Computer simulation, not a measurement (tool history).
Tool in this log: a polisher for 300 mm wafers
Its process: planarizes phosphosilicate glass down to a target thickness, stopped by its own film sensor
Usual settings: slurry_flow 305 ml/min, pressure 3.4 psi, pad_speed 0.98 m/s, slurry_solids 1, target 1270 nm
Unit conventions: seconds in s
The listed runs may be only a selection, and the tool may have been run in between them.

run   hour  slurry_flow  pressure  pad_speed  slurry_solids  target  incoming thickness of the incoming film, nm  seconds
  1      0          305         4       1.08              1    1270                                       1984.2     78.6
  2    8.3          350       3.4       0.98              1    1270                                         2013     96.6
  3   24.2          350       3.4       0.98              1    1270                                       2004.3     94.8
  4   31.8          305       3.4       0.98              1    1270                                         1988     93.3
  5   37.9          305       3.4       0.98              1    1270                                       1965.4     91.1
  6   47.6          305       3.4       1.16              1    1270                                       2011.1     88.9
      55.9  -- conditioning disc replaced and pad reconditioned
  7   60.5          305       3.4       1.16              1    1270                                       1992.7     87.4
  8   74.6          305       3.4       1.16              1    1270                                       2023.8     91.5
  9   80.9          305       3.4       0.98              1    1270                                         1999     96.3
      83.1  -- slurry nozzle cleaned
      83.7  -- head pressure recalibrated
 10   97.9          305       3.4       0.98              1    1270                                       2017.9     95.5
       127  -- worn pad replaced by a new one
     133.4  -- slurry blender recalibrated
 11  142.5          385       3.4       0.98              1    1270                                         1969     89.5
 12  151.9          395       3.4       0.98            1.2    1270                                       1967.3       83
 13  162.6          305       3.4       0.66           1.25    1270                                       1975.7       98
 14  170.5          305       4.3       0.98              1    1270                                       1977.9     75.9
 15  177.6          305       3.4       0.98              1    1270                                         1980     92.5
 16    185          305       2.5       0.98              1    1270                                       2037.5    124.8
 17  192.1          380       3.4       0.98           0.85    1270                                       1973.9     96.3
 18    205          305       3.4        1.1              1    1270                                       1999.1     92.5
 19  221.3          305       4.5       0.98              1    1270                                       2029.3     81.1
 20  238.9          305       3.4       0.98              1    1270                                       2008.3     97.7
 21  255.3          305       3.4       0.98              1    1270                                       2015.7     96.1
 22  270.3          405         3       0.98              1    1373                                       2032.1     93.5
 23  277.1          305       3.4       0.98              1    1270                                       2000.7     98.5
 24  289.8          335       3.4       1.22              1    1270                                         1986     83.3
 25  299.7          305       3.4       0.98              1    1270                                       2008.7     94.5
 26  307.9          340       3.4       0.98              1    1270                                       2044.5      100

Below are 4 alternative next runs, each starting from the tool's condition after run 26. Predict each:
  A  308.4          305       2.8       0.98              1    1270                                       2008.4        ?
  B  308.4          365       3.4       0.98              1    1510                                       2008.4        ?
  C  308.4          305       2.8       1.24            1.2    1270                                       2008.4        ?
  D  308.4          375       3.4       1.18              1    1487                                       2008.4        ?

run  seconds
  A    114.4
  B     65.1
  C     93.5
  D       62
With the hidden condition removed and each run's random variation left untouched, the same runs would have given:
run  seconds
  A    114.4
  B     65.1
  C     93.5
  D       62
